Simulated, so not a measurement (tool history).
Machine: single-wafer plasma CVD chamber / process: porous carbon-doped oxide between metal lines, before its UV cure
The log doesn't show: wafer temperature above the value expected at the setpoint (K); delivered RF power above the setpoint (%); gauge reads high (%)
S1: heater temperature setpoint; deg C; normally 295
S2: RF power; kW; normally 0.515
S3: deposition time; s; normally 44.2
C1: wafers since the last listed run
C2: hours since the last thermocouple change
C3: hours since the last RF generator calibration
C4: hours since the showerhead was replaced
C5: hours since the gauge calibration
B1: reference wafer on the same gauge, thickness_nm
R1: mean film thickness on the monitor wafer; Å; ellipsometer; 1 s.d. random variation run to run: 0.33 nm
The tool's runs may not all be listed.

run 1 hour=0.0 | S1=295 S2=0.515 S3=44.2 | C1=0 C2=2277.0 C3=1212.0 C4=6270.2 C5=6.2 | B1=239.960 | R1=2141.24
run 2 hour=16.8 | S1=295 S2=0.515 S3=44.2 | C1=225 C2=2293.8 C3=1228.8 C4=6287.0 C5=23.0 | B1=240.077 | R1=2132.86
run 3 hour=28.8 | S1=295 S2=0.515 S3=44.2 | C1=161 C2=2305.8 C3=1240.8 C4=6299.0 C5=35.0 | B1=239.977 | R1=2136.19
run 4 hour=40.1 | S1=295 S2=0.515 S3=44.2 | C1=151 C2=2317.1 C3=1252.1 C4=6310.3 C5=46.3 | B1=239.957 | R1=2133.17
run 5 hour=49.2 | S1=295 S2=0.515 S3=44.2 | C1=122 C2=2326.2 C3=1261.2 C4=6319.4 C5=55.4 | B1=240.060 | R1=2132.25
run 6 hour=61.0 | S1=295 S2=0.515 S3=44.2 | C1=158 C2=2338.0 C3=1273.0 C4=6331.2 C5=67.2 | B1=240.176 | R1=2133.89
run 7 hour=70.3 | S1=295 S2=0.515 S3=44.2 | C1=125 C2=2347.3 C3=1282.3 C4=6340.5 C5=76.5 | B1=240.011 | R1=2131.38
run 8 hour=77.8 | S1=295 S2=0.490 S3=44.2 | C1=100 C2=2354.8 C3=1289.8 C4=6348.0 C5=84.0 | B1=240.023 | R1=2067.53
-- hour=109.7 showerhead replaced
run 9 hour=119.4 | S1=295 S2=0.515 S3=44.2 | C1=451 C2=2396.4 C3=1331.4 C4=9.7 C5=125.6 | B1=240.029 | R1=2124.26
-- hour=132.5 gauge calibrated
-- hour=143.0 thermocouple changed; heater temperature recalibrated
-- hour=149.6 RF generator calibrated
run 10 hour=150.1 | S1=302 S2=0.515 S3=51.8 | C1=215 C2=7.1 C3=0.5 C4=40.4 C5=17.6 | B1=239.948 | R1=2477.43
run 11 hour=152.8 | S1=283 S2=0.515 S3=35.9 | C1=36 C2=9.8 C3=3.2 C4=43.1 C5=20.3 | B1=239.894 | R1=1923.94
run 12 hour=165.2 | S1=295 S2=0.515 S3=44.2 | C1=166 C2=22.2 C3=15.6 C4=55.5 C5=32.7 | B1=239.872 | R1=2204.51
run 13 hour=171.9 | S1=295 S2=0.515 S3=49.4 | C1=90 C2=28.9 C3=22.3 C4=62.2 C5=39.4 | B1=240.072 | R1=2460.24
run 14 hour=178.9 | S1=301 S2=0.575 S3=44.2 | C1=94 C2=35.9 C3=29.3 C4=69.2 C5=46.4 | B1=239.879 | R1=2268.65
run 15 hour=196.5 | S1=295 S2=0.515 S3=51.3 | C1=236 C2=53.5 C3=46.9 C4=86.8 C5=64.0 | B1=240.050 | R1=2544.28
run 16 hour=210.6 | S1=295 S2=0.445 S3=44.2 | C1=189 C2=67.6 C3=61.0 C4=100.9 C5=78.1 | B1=239.982 | R1=2033.60

Hidden condition of the tool, last listed run before each entry between runs versus first listed run after:
From run 8 to run 9: showerhead replaced (hour 109.7)
  delivered RF power above the setpoint (%): -6.29 -> -6.66
  difference, measured minus the result without the unlogged condition, R1: -78.09 -> -84.52 Å
From run 9 to run 10: gauge calibrated (hour 132.5); thermocouple changed; heater temperature recalibrated (hour 143.0); RF generator calibrated (hour 149.6)
  delivered RF power above the setpoint (%): -6.66 -> -0.403
  difference, measured minus the result without the unlogged condition, R1: -84.52 -> -5.65 Å

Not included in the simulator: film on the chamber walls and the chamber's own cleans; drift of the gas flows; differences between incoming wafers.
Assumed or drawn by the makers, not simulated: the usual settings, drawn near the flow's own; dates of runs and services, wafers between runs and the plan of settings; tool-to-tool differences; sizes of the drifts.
